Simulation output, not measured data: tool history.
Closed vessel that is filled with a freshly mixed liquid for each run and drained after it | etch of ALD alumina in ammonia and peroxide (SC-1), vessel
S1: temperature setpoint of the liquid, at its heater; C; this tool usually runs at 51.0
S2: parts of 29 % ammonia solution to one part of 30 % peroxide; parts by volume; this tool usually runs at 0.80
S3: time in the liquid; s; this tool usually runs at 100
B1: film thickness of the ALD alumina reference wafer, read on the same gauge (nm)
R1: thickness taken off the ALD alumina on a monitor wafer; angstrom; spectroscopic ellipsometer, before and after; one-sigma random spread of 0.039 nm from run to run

{"run": 1, "hour": 0.0, "S1": 51.0, "S2": 0.8, "S3": 100, "B1": 40.016, "R1": 43.99}
{"run": 2, "hour": 16.3, "S1": 51.0, "S2": 0.8, "S3": 85, "B1": 40.005, "R1": 37.7}
{"run": 3, "hour": 30.3, "S1": 51.0, "S2": 0.55, "S3": 100, "B1": 40.017, "R1": 42.72}
{"run": 4, "hour": 37.6, "S1": 51.0, "S2": 0.55, "S3": 100, "B1": 39.997, "R1": 42.58}
{"run": 5, "hour": 54.4, "S1": 51.0, "S2": 0.55, "S3": 100, "B1": 40.011, "R1": 42.62}
{"run": 6, "hour": 60.9, "S1": 49.0, "S2": 0.8, "S3": 100, "B1": 39.996, "R1": 39.75}
{"run": 7, "hour": 98.2, "S1": 44.5, "S2": 1.0, "S3": 40, "B1": 39.993, "R1": 12.65}
{"run": 8, "hour": 107.0, "S1": 51.0, "S2": 0.8, "S3": 100, "B1": 40.004, "R1": 44.53}
{"run": 9, "hour": 113.1, "S1": 51.0, "S2": 0.45, "S3": 140, "B1": 40.002, "R1": 58.67}
{"run": 10, "hour": 129.8, "S1": 51.0, "S2": 0.8, "S3": 50, "B1": 39.987, "R1": 22.23}
{"hour": 132.7, "done": "gauge calibrated"}
{"hour": 137.7, "done": "thermometer replaced"}
{"run": 11, "hour": 144.7, "S1": 51.0, "S2": 0.8, "S3": 100, "B1": 39.998, "R1": 50.16}
{"run": 12, "hour": 152.1, "S1": 46.0, "S2": 0.8, "S3": 55, "B1": 39.998, "R1": 20.91}
{"run": 13, "hour": 167.9, "S1": 51.0, "S2": 0.8, "S3": 50, "B1": 40.016, "R1": 25.17}
{"hour": 172.8, "done": "ammonia flow meter replaced"}
{"run": 14, "hour": 173.9, "S1": 45.0, "S2": 0.8, "S3": 60, "B1": 39.973, "R1": 21.5}
{"run": 15, "hour": 187.7, "S1": 51.0, "S2": 1.15, "S3": 100, "B1": 40.022, "R1": 51.58}
{"run": 16, "hour": 194.4, "S1": 51.0, "S2": 0.8, "S3": 100, "B1": 39.998, "R1": 50.06}
{"run": 17, "hour": 208.6, "S1": 60.0, "S2": 0.6, "S3": 145, "B1": 39.971, "R1": 113.0}
{"run": 18, "hour": 221.7, "S1": 47.5, "S2": 0.45, "S3": 120, "B1": 40.026, "R1": 46.45}
{"run": 19, "hour": 230.7, "S1": 51.0, "S2": 0.9, "S3": 100, "B1": 40.014, "R1": 51.5}
{"run": 20, "hour": 245.1, "S1": 51.0, "S2": 0.65, "S3": 155, "B1": 39.999, "R1": 75.3}
{"run": 21, "hour": 255.5, "S1": 42.5, "S2": 0.8, "S3": 130, "B1": 40.014, "R1": 40.1}
{"run": 22, "hour": 304.3, "S1": 51.0, "S2": 0.8, "S3": 100, "B1": 39.986, "R1": 49.55}
{"run": 23, "hour": 315.2, "S1": 51.0, "S2": 0.8, "S3": 100, "B1": 39.975, "R1": 49.65}
{"run": 24, "hour": 330.1, "S1": 56.0, "S2": 0.9, "S3": 145, "B1": 40.007, "R1": 95.55}
{"run": 25, "hour": 343.7, "S1": 41.5, "S2": 0.8, "S3": 100, "B1": 40.007, "R1": 28.93}
{"run": 26, "hour": 360.6, "S1": 51.0, "S2": 0.8, "S3": 100, "B1": 40.022, "R1": 49.9}
{"run": 27, "hour": 374.4, "S1": 42.5, "S2": 1.05, "S3": 155, "B1": 39.999, "R1": 48.04}
{"run": 28, "hour": 386.1, "S1": 59.0, "S2": 0.8, "S3": 100, "B1": 40.003, "R1": 74.84}
{"run": 29, "hour": 394.1, "S1": 51.0, "S2": 0.8, "S3": 100, "B1": 39.996, "R1": 48.8}

Here are 4 independent what-if runs from the current tool condition. What would each one return?
{"run": "A", "hour": 394.8, "S1": 45.5, "S2": 0.8, "S3": 100, "B1": "?", "R1": "?"}
{"run": "B", "hour": 394.8, "S1": 44.5, "S2": 1.05, "S3": 100, "B1": "?", "R1": "?"}
{"run": "C", "hour": 394.8, "S1": 48.5, "S2": 0.8, "S3": 135, "B1": "?", "R1": "?"}
{"run": "D", "hour": 394.8, "S1": 55.5, "S2": 0.65, "S3": 75, "B1": "?", "R1": "?"}

run=A B1=39.994 R1=36.51
run=B B1=39.994 R1=35.39
run=C B1=39.994 R1=58.36
run=D B1=39.994 R1=46.52
Stripped of hidden state, with their random variation kept, the same runs would have yielded:
run=A R1=37.46
run=B R1=36.31
run=C R1=59.84
run=D R1=47.65
